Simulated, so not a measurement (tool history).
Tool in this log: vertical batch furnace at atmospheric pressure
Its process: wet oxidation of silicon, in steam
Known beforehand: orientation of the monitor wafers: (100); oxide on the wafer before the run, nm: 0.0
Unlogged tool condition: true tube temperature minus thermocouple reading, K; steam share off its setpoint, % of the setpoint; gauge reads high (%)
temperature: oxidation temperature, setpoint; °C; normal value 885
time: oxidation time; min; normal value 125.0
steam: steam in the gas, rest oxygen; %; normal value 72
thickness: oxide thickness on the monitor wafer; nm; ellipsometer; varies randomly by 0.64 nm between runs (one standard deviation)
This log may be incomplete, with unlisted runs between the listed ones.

run	hour	temperature	time	steam	wafers since the last listed run	hours since the last temperature calibration	hours since the steam generator was serviced	hours since the gauge calibration	read-back reference wafer on the same gauge, thickness	thickness
1	0.0	885	125.0	77	0	3391.3	3163.8	491.6	208.97	199.68
2	84.3	885	125.0	72	996	3475.6	3248.1	575.9	209.00	188.08
3	136.4	885	125.0	72	616	3527.7	3300.2	628.0	209.07	188.80
4	238.9	885	125.0	72	1212	3630.2	3402.7	730.5	209.00	188.82
5	290.8	891	125.0	72	613	3682.1	3454.6	782.4	208.97	205.07
6	358.6	891	125.0	72	801	3749.9	3522.4	850.2	208.97	204.95
7	396.7	891	125.0	72	450	3788.0	3560.5	888.3	208.84	205.91
8	502.0	885	125.0	72	1245	3893.3	3665.8	993.6	209.02	189.12
9	550.9	885	125.0	72	578	3942.2	3714.7	1042.5	209.05	189.49
# hour 581.7: steam generator serviced
# hour 607.5: gauge calibrated
10	642.3	885	125.0	72	797	4033.6	60.6	34.8	208.99	188.67
11	723.0	885	125.0	63	954	4114.3	141.3	115.5	209.03	168.05
12	774.1	885	125.0	63	604	4165.4	192.4	166.6	208.99	169.20
13	818.9	892	160.0	72	529	4210.2	237.2	211.4	208.97	258.87
14	911.5	861	170.0	62	1095	4302.8	329.8	304.0	209.01	152.16
15	985.9	885	72.5	80	879	4377.2	404.2	378.4	209.01	128.29

Predict the results of run 16:
16	1074.0	885	125.0	72	1041	4465.3	492.3	466.5	?	?

read-back reference wafer on the same gauge, thickness: 208.91
thickness: 190.63 nm
Without the tool's hidden state the same run would have given thickness 180.84 nm.
